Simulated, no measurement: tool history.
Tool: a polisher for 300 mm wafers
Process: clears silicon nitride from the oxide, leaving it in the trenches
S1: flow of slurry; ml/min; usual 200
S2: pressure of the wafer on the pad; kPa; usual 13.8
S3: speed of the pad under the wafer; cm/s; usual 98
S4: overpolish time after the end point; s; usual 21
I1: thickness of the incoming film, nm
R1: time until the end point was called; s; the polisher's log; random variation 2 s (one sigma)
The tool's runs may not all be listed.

run,hour,S1,S2,S3,S4,I1,R1
1,0.0,200,13.8,98,30,89.2,122.8
2,84.5,200,13.8,98,30,89.4,123.6
3,186.6,200,13.8,98,30,91.1,127.1
4,279.7,180,13.8,98,21,90.1,125.4
5,347.4,180,13.8,98,21,90.0,129.8
# hour 353.2: worn pad replaced by a new one
6,385.9,200,13.8,98,21,90.8,138.4
# hour 474.7: slurry nozzle cleaned
7,482.3,200,13.8,98,21,89.4,139.9
8,572.8,250,13.8,98,21,90.2,140.5
9,623.7,250,13.8,98,21,90.0,140.7
10,685.2,250,13.8,98,21,89.1,140.4
11,722.0,200,10.3,98,21,90.0,176.5
# hour 730.0: worn pad replaced by a new one, repeated, since the last time left the tool worse
12,811.3,200,13.8,98,24,89.6,118.2
# hour 1013.9: head pressure recalibrated
13,1076.2,250,13.8,98,21,90.3,125.4
# hour 1138.7: worn pad replaced by a new one
14,1148.6,200,13.8,98,21,89.6,120.1
# hour 1205.8: slurry nozzle cleaned
15,1248.4,200,13.8,68,21,90.3,167.4
16,1295.6,260,13.8,98,21,90.5,124.2
17,1468.7,170,13.8,98,21,90.4,132.4
# hour 1554.3: worn pad replaced by a new one
18,1554.8,260,15.9,98,21,90.0,108.1
19,1652.5,150,10.3,98,15,91.2,154.9
20,1717.3,200,12.4,88,21,90.5,149.2
21,1758.0,200,13.8,76,21,89.3,156.2
# hour 1790.1: slurry nozzle cleaned
22,1844.6,200,13.8,98,21,88.7,122.2
23,1931.8,200,16.5,114,21,90.5,103.2

Measured less the same run without the tool's hidden state. The same run-to-run variation is in both; the gauge's scatter may not be:
The hidden state here: removal rate lost through wear of the pad, %; slurry flow missing at the pad, %; deviation of the head's pressure from its setpoint, %.
run,R1
1,+0.3
2,+1.7
3,+3.6
4,+5.2
5,+6.6
6,+15.0
7,+17.0
8,+18.9
9,+19.9
10,+21.1
11,+27.4
12,+1.6
13,+6.3
14,+2.0
15,+5.2
16,+4.6
17,+8.2
18,+0.3
19,+2.4
20,+3.8
21,+4.8
22,+5.2
23,+5.7
